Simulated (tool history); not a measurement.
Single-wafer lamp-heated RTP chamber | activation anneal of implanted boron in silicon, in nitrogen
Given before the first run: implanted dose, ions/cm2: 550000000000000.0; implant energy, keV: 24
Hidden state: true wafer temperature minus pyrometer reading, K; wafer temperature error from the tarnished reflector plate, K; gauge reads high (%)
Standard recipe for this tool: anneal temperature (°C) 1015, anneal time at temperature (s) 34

| run | day | anneal temperature (°C) | anneal time at temperature (s) | wafers since the last listed run | wafers since the last pyrometer calibration | wafers since the reflector plate was cleaned | hours since the gauge calibration | read-back reference wafer on the same gauge, sheet resistance | sheet resistance of the implanted and annealed layer (ohm/square) |
|---|---|---|---|---|---|---|---|---|---|
| 1 | 0.000 | 1023 | 34 | 0 | 3199 | 2737 | 243.8 | 217.98 | 191.94 |
| 2 | 1.012 | 1015 | 24 | 342 | 3542 | 3079 | 268.1 | 218.00 | 194.87 |
| 3 | 2.533 | 1015 | 24 | 514 | 4057 | 3594 | 304.6 | 217.86 | 194.16 |
| 4 | 3.796 | 1015 | 24 | 427 | 4484 | 4022 | 334.9 | 218.09 | 194.13 |
| 5 | 5.838 | 1015 | 34 | 691 | 5175 | 4713 | 383.9 | 217.95 | 193.48 |
| 6 | 7.096 | 1015 | 34 | 425 | 5601 | 5139 | 414.1 | 218.10 | 192.82 |
| 7 | 8.296 | 997 | 34 | 406 | 6007 | 5545 | 442.9 | 218.00 | 196.71 |
| 8 | 9.454 | 997 | 34 | 392 | 6400 | 5937 | 470.7 | 217.97 | 197.57 |
|  | 11.992 | gauge calibrated |
| 9 | 12.125 | 997 | 34 | 904 | 7304 | 6841 | 3.2 | 218.05 | 196.95 |
| 10 | 15.067 | 1015 | 34 | 995 | 8299 | 7837 | 73.8 | 218.05 | 193.39 |
|  | 16.321 | pyrometer window cleaned and pyrometer calibrated |
| 11 | 16.342 | 1015 | 34 | 318 | 7 | 8156 | 104.4 | 217.94 | 193.12 |
|  | 17.188 | reflector plate cleaned |
| 12 | 17.854 | 1015 | 44 | 399 | 406 | 225 | 140.7 | 217.88 | 191.59 |
| 13 | 20.333 | 1005 | 47 | 839 | 1245 | 1064 | 200.2 | 217.87 | 192.78 |
| 14 | 23.025 | 989 | 34 | 911 | 2156 | 1976 | 264.8 | 217.92 | 196.96 |
|  | 25.142 | reflector plate cleaned, repeated, since the last time left the tool worse |
| 15 | 25.162 | 1015 | 34 | 610 | 2767 | 7 | 316.1 | 218.02 | 193.66 |
| 16 | 27.250 | 1015 | 34 | 706 | 3474 | 713 | 366.2 | 217.91 | 193.90 |
| 17 | 28.333 | 1015 | 34 | 366 | 3840 | 1080 | 392.2 | 218.00 | 193.58 |
| 18 | 30.983 | 985 | 54 | 897 | 4737 | 1977 | 455.8 | 218.01 | 200.28 |
| 19 | 32.604 | 1015 | 40 | 548 | 5286 | 2526 | 494.7 | 217.94 | 192.59 |
|  | 34.375 | gauge calibrated |
| 20 | 34.888 | 1038 | 20 | 772 | 6059 | 3299 | 12.3 | 217.97 | 192.04 |
| 21 | 35.988 | 1003 | 52 | 372 | 6432 | 3671 | 38.7 | 218.07 | 194.34 |
| 22 | 37.733 | 1015 | 34 | 591 | 7023 | 4262 | 80.6 | 218.06 | 193.07 |
|  | 38.346 | pyrometer window cleaned and pyrometer calibrated |
| 23 | 43.496 | 1015 | 43 | 1837 | 1743 | 6100 | 218.9 | 217.91 | 192.65 |
| 24 | 46.438 | 1015 | 34 | 995 | 2739 | 7096 | 289.5 | 217.91 | 192.26 |

Each run again, without the hidden state but with its own random variation kept:
| run | sheet resistance of the implanted and annealed layer (ohm/square) |
|---|---|
| 1 | 192.16 |
| 2 | 195.19 |
| 3 | 194.52 |
| 4 | 194.54 |
| 5 | 193.93 |
| 6 | 193.31 |
| 7 | 197.76 |
| 8 | 198.70 |
| 9 | 198.24 |
| 10 | 194.12 |
| 11 | 193.88 |
| 12 | 192.91 |
| 13 | 194.66 |
| 14 | 200.76 |
| 15 | 193.66 |
| 16 | 193.98 |
| 17 | 193.69 |
| 18 | 200.81 |
| 19 | 192.83 |
| 20 | 192.21 |
| 21 | 194.87 |
| 22 | 193.47 |
| 23 | 193.23 |
| 24 | 192.93 |
